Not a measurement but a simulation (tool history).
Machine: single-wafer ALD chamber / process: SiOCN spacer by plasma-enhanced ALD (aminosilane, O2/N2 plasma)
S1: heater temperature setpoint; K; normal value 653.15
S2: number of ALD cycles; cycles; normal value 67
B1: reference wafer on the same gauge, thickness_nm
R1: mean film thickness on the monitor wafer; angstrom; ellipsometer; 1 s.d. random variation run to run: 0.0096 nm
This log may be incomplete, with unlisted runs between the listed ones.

run 1 hour=0.0 | S1=648.15 S2=63 | B1=3.790 | R1=36.10
run 2 hour=19.9 | S1=648.15 S2=63 | B1=3.791 | R1=36.25
run 3 hour=43.9 | S1=663.15 S2=56 | B1=3.790 | R1=32.22
run 4 hour=65.9 | S1=663.15 S2=56 | B1=3.792 | R1=32.22
run 5 hour=78.2 | S1=663.15 S2=56 | B1=3.790 | R1=32.10
run 6 hour=100.0 | S1=644.15 S2=64 | B1=3.790 | R1=36.75
run 7 hour=119.7 | S1=653.15 S2=67 | B1=3.791 | R1=38.60
run 8 hour=143.9 | S1=653.15 S2=67 | B1=3.792 | R1=38.51
run 9 hour=159.1 | S1=653.15 S2=67 | B1=3.791 | R1=38.43
run 10 hour=186.4 | S1=653.15 S2=71 | B1=3.793 | R1=40.57
run 11 hour=203.8 | S1=653.15 S2=71 | B1=3.788 | R1=40.63
run 12 hour=235.7 | S1=653.15 S2=67 | B1=3.789 | R1=38.57
run 13 hour=258.8 | S1=653.15 S2=67 | B1=3.786 | R1=38.27
run 14 hour=291.5 | S1=653.15 S2=67 | B1=3.795 | R1=38.34
run 15 hour=307.3 | S1=646.15 S2=71 | B1=3.791 | R1=40.81
run 16 hour=334.2 | S1=653.15 S2=67 | B1=3.792 | R1=38.32
run 17 hour=349.4 | S1=639.15 S2=72 | B1=3.789 | R1=41.29
run 18 hour=371.4 | S1=662.15 S2=62 | B1=3.785 | R1=35.44
run 19 hour=386.4 | S1=642.15 S2=67 | B1=3.790 | R1=38.46
run 20 hour=398.8 | S1=639.15 S2=61 | B1=3.789 | R1=34.98
-- hour=413.9 thermocouple changed; heater temperature recalibrated
-- hour=440.0 gauge calibrated
run 21 hour=476.4 | S1=645.15 S2=67 | B1=3.791 | R1=38.30
run 22 hour=500.0 | S1=653.15 S2=67 | B1=3.791 | R1=38.47
run 23 hour=519.5 | S1=653.15 S2=67 | B1=3.790 | R1=38.41
run 24 hour=550.4 | S1=647.15 S2=67 | B1=3.789 | R1=38.45
run 25 hour=583.4 | S1=659.15 S2=67 | B1=3.792 | R1=38.32
run 26 hour=597.6 | S1=653.15 S2=73 | B1=3.794 | R1=41.67
run 27 hour=632.9 | S1=653.15 S2=60 | B1=3.789 | R1=34.50
run 28 hour=664.6 | S1=644.15 S2=76 | B1=3.790 | R1=43.71
run 29 hour=698.7 | S1=643.15 S2=71 | B1=3.794 | R1=40.81

Consider 4 possible next runs. They are alternatives, not a sequence: every one starts from the tool as it was left by run 29. What does each give?
run A hour=699.2 | S1=653.15 S2=67 | B1=? | R1=?
run B hour=699.2 | S1=653.15 S2=72 | B1=? | R1=?
run C hour=699.2 | S1=664.15 S2=56 | B1=? | R1=?
run D hour=699.2 | S1=661.15 S2=77 | B1=? | R1=?

run=A B1=3.791 R1=38.42
run=B B1=3.791 R1=41.28
run=C B1=3.791 R1=32.11
run=D B1=3.791 R1=44.15
Stripped of hidden state, with their random variation kept, the same runs would have yielded:
run=A R1=38.42
run=B R1=41.28
run=C R1=32.11
run=D R1=44.15

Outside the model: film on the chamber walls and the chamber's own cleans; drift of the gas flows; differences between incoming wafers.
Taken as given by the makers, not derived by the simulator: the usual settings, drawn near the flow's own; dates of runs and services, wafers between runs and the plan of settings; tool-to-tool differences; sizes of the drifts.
